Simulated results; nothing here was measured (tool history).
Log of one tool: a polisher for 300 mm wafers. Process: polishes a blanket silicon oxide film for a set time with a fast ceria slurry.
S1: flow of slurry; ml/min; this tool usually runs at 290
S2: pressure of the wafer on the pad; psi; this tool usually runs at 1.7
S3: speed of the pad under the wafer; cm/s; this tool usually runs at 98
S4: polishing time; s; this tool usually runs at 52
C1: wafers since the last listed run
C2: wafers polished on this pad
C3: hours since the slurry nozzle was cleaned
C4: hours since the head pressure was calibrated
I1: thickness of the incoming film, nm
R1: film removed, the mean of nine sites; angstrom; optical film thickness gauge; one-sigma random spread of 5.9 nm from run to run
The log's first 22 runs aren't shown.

run 23 hour=317.1 | S1=255 S2=1.7 S3=98 S4=61 | C1=163 C2=168 C3=313.7 C4=124.0 | I1=3465.6 | R1=5149
run 24 hour=335.1 | S1=320 S2=1.7 S3=98 S4=42 | C1=199 C2=368 C3=331.7 C4=142.0 | I1=3554.2 | R1=3622
run 25 hour=349.0 | S1=290 S2=1.1 S3=98 S4=59 | C1=154 C2=522 C3=345.6 C4=155.9 | I1=3468.6 | R1=3563
-- hour=373.7 slurry nozzle cleaned
run 26 hour=386.1 | S1=345 S2=2.1 S3=114 S4=37 | C1=400 C2=922 C3=12.4 C4=193.0 | I1=3477.1 | R1=4394
run 27 hour=401.1 | S1=320 S2=1.7 S3=98 S4=42 | C1=166 C2=1089 C3=27.4 C4=208.0 | I1=3525.7 | R1=3702
run 28 hour=409.7 | S1=290 S2=2.0 S3=98 S4=52 | C1=95 C2=1184 C3=36.0 C4=216.6 | I1=3498.2 | R1=5092
-- hour=426.2 worn pad replaced by a new one
run 29 hour=426.6 | S1=330 S2=2.2 S3=98 S4=67 | C1=143 C2=4 C3=52.9 C4=233.5 | I1=3460.3 | R1=7347
run 30 hour=439.5 | S1=290 S2=1.7 S3=98 S4=52 | C1=143 C2=147 C3=65.8 C4=246.4 | I1=3479.8 | R1=4428
run 31 hour=449.4 | S1=340 S2=1.7 S3=98 S4=52 | C1=109 C2=257 C3=75.7 C4=256.3 | I1=3465.7 | R1=4443
run 32 hour=465.2 | S1=330 S2=2.0 S3=80 S4=62 | C1=175 C2=432 C3=91.5 C4=272.1 | I1=3459.1 | R1=5189
run 33 hour=473.4 | S1=290 S2=1.3 S3=98 S4=52 | C1=90 C2=523 C3=99.7 C4=280.3 | I1=3485.4 | R1=3448
run 34 hour=487.6 | S1=290 S2=1.7 S3=98 S4=52 | C1=157 C2=681 C3=113.9 C4=294.5 | I1=3492.3 | R1=4356
run 35 hour=517.5 | S1=350 S2=2.3 S3=78 S4=39 | C1=331 C2=1012 C3=143.8 C4=324.4 | I1=3487.6 | R1=3535
run 36 hour=534.0 | S1=290 S2=1.7 S3=98 S4=38 | C1=183 C2=1195 C3=160.3 C4=340.9 | I1=3434.7 | R1=3239

5 options for the next run, each taken on its own from the tool as it stands now. Forecast them:
run A hour=534.4 | S1=290 S2=1.7 S3=98 S4=52 | C1=4 C2=1200 C3=160.7 C4=341.3 | I1=3526.4 | R1=?
run B hour=534.4 | S1=380 S2=1.5 S3=68 S4=43 | C1=4 C2=1200 C3=160.7 C4=341.3 | I1=3526.4 | R1=?
run C hour=534.4 | S1=210 S2=1.7 S3=98 S4=52 | C1=4 C2=1200 C3=160.7 C4=341.3 | I1=3526.4 | R1=?
run D hour=534.4 | S1=290 S2=1.7 S3=88 S4=59 | C1=4 C2=1200 C3=160.7 C4=341.3 | I1=3526.4 | R1=?
run E hour=534.4 | S1=320 S2=1.9 S3=98 S4=52 | C1=4 C2=1200 C3=160.7 C4=341.3 | I1=3526.4 | R1=?

run=A R1=4408
run=B R1=2436
run=C R1=4309
run=D R1=4557
run=E R1=4897
Stripped of hidden state, with their random variation kept, the same runs would have yielded:
run=A R1=4538
run=B R1=2508
run=C R1=4436
run=D R1=4691
run=E R1=5041
